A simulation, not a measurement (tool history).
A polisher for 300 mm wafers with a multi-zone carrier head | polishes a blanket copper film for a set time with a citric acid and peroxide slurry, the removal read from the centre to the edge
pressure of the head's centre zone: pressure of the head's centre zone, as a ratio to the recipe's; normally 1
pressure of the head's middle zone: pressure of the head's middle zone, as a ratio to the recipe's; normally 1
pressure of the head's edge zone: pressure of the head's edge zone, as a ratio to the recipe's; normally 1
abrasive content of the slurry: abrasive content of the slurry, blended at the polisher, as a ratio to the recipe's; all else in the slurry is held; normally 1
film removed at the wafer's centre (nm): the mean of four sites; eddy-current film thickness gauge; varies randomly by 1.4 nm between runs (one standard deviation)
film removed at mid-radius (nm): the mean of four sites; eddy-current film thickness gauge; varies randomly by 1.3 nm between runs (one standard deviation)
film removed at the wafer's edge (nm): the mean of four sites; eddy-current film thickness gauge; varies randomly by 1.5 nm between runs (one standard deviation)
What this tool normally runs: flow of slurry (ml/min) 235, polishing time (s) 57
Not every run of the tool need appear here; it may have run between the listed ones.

run,hour,flow of slurry (ml/min),pressure of the head's centre zone,pressure of the head's middle zone,pressure of the head's edge zone,abrasive content of the slurry,polishing time (s),wafers since the last listed run,wafers polished on this pad,hours since the slurry nozzle was cleaned,hours since the centre zone pressure was calibrated,hours since the edge zone pressure was calibrated,hours since the carrier head's membrane was replaced,"incoming thickness of the incoming film, nm",film removed at the wafer's centre (nm),film removed at mid-radius (nm),film removed at the wafer's edge (nm)
1,0,235,1,1,1,1,57,0,891,98.6,116.3,729.3,759.6,869.9,144.5,147.4,143.8
# hour 53.1: worn pad replaced by a new one
2,68,235,1,1.09,1,1.1,57,590,137,166.6,184.3,797.3,827.6,896.8,150.8,163.1,148
3,127.5,235,1,1.09,1,1.1,57,549,686,226.1,243.8,856.8,887.1,896.8,149.9,160.6,147.7
# hour 213: worn pad replaced by a new one
4,306.1,235,1,1.09,1,1.1,57,1611,859,404.7,422.4,1035.4,1065.7,890.3,147.1,162.2,146.3
5,345.5,235,1,1,1,1,57,363,1222,444.1,461.8,1074.8,1105.1,883.8,147.1,145.4,144.8
# hour 368.7: carrier head's membrane replaced by a new one
# hour 389.1: worn pad replaced by a new one
6,401.8,235,1,1,1,0.8,57,436,117,500.4,518.1,1131.1,33.1,888,140.1,147.1,141.2
7,441.9,235,1,1,1,0.8,57,370,487,540.5,558.2,1171.2,73.2,886.9,140.3,146.3,139.2
8,471.5,235,1,1,1,1,57,273,760,570.1,587.8,1200.8,102.8,877.8,148.1,148.2,146.3
# hour 490.1: centre zone pressure recalibrated
9,523.3,280,1.1,1,1.11,0.9,57,459,1219,621.9,33.2,1252.6,154.6,892.4,160,143.4,149.2
# hour 548.6: worn pad replaced by a new one
# hour 563.7: slurry nozzle cleaned
10,577.3,235,1,1,1,1,42,452,256,13.6,87.2,1306.6,208.6,875.9,107,109.7,108.4
11,602.1,265,1,1,1,1.2,57,228,484,38.4,112,1331.4,233.4,889.3,153.5,156.1,153.5
# hour 612.8: edge zone pressure recalibrated
12,654.5,235,1,1,1,1.3,57,465,950,90.8,164.4,41.7,285.8,897.4,152.1,155.5,152.2
13,725.2,235,1,1,1,1,57,652,1602,161.5,235.1,112.4,356.5,894.5,141.5,144.7,138.3
# hour 736.1: worn pad replaced by a new one
14,779.9,235,1,1,0.97,0.9,57,467,404,216.2,289.8,167.1,411.2,895.7,144.1,144.9,141.4
15,847.6,235,0.96,1,0.89,1,57,624,1029,283.9,357.5,234.8,478.9,883,138.5,146.6,136.2

4 ways to go on from here, each from the tool as it stands after run 15. What would each give?
A,848,235,1,1,1,1,57,3,1033,284.3,357.9,235.2,479.3,894.3,?,?,?
B,848,200,1.05,1,1,1,57,3,1033,284.3,357.9,235.2,479.3,894.3,?,?,?
C,848,235,1,1,1,0.7,57,3,1033,284.3,357.9,235.2,479.3,894.3,?,?,?
D,848,235,1,1,1.06,1.25,74,3,1033,284.3,357.9,235.2,479.3,894.3,?,?,?

run,film removed at the wafer's centre (nm),film removed at mid-radius (nm),film removed at the wafer's edge (nm)
A,144.2,146.7,145.5
B,148.2,143.8,143.4
C,135.7,138.1,137
D,195,198.4,202.5
Had the tool no hidden state, the same runs would have come out as:
run,film removed at the wafer's centre (nm),film removed at mid-radius (nm),film removed at the wafer's edge (nm)
A,148.2,150.7,149.5
B,152.3,147.8,147.4
C,139.5,141.9,140.7
D,200.4,203.9,208.1
